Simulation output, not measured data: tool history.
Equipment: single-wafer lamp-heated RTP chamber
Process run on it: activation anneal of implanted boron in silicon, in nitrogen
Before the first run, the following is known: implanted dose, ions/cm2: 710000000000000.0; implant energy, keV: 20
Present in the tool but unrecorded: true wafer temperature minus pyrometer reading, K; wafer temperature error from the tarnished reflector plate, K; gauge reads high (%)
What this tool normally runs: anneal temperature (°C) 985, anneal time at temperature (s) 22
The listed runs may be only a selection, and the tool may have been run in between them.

run	hour	anneal temperature (°C)	anneal time at temperature (s)	wafers since the last listed run	wafers since the last pyrometer calibration	wafers since the reflector plate was cleaned	hours since the gauge calibration	read-back reference wafer on the same gauge, sheet resistance	sheet resistance of the implanted and annealed layer (ohm/square)
1	0.0	985	22	0	2360	5138	2261.9	149.01	164.03
2	61.9	985	22	967	3328	6106	2323.8	149.00	165.39
3	111.4	985	22	774	4102	6881	2373.3	149.08	162.87
4	163.3	985	22	811	4914	7692	2425.2	149.13	162.56
# hour 192.6: gauge calibrated
# hour 256.2: reflector plate cleaned
5	310.3	985	22	2173	7087	846	117.7	149.10	166.44
6	353.6	985	22	677	7764	1523	161.0	148.96	165.68
7	415.5	985	22	967	8732	2491	222.9	148.85	164.95
8	473.6	1003	27	908	9641	3400	281.0	148.99	158.51
9	563.9	1003	27	1412	11053	4812	371.3	149.01	159.26
# hour 572.9: pyrometer window cleaned and pyrometer calibrated
10	618.2	1003	27	724	708	5536	425.6	149.02	158.27
11	713.3	1006	16	1487	2195	7023	520.7	148.94	157.74
12	807.5	1006	16	1473	3668	8496	614.9	148.92	157.31
# hour 926.8: reflector plate cleaned
13	1111.4	1006	16	4627	8295	2886	918.8	148.93	159.06
14	1163.4	1001	32	813	9109	3700	970.8	149.06	159.12
15	1226.1	985	22	980	10089	4680	1033.5	148.78	164.88
# hour 1264.2: pyrometer window cleaned and pyrometer calibrated
16	1316.6	985	22	1290	819	5970	1124.0	149.05	164.72
17	1416.7	985	22	1565	2385	7536	1224.1	149.03	163.23

Predict the results of run 18:
18	1497.8	985	22	1268	3653	8804	1305.2	?	?

Run 18 produced read-back reference wafer on the same gauge, sheet resistance 149.03, sheet resistance of the implanted and annealed layer (ohm/square) 163.03.
Minus the tool's unlogged condition, the same run would have read sheet resistance of the implanted and annealed layer (ohm/square) 166.09.
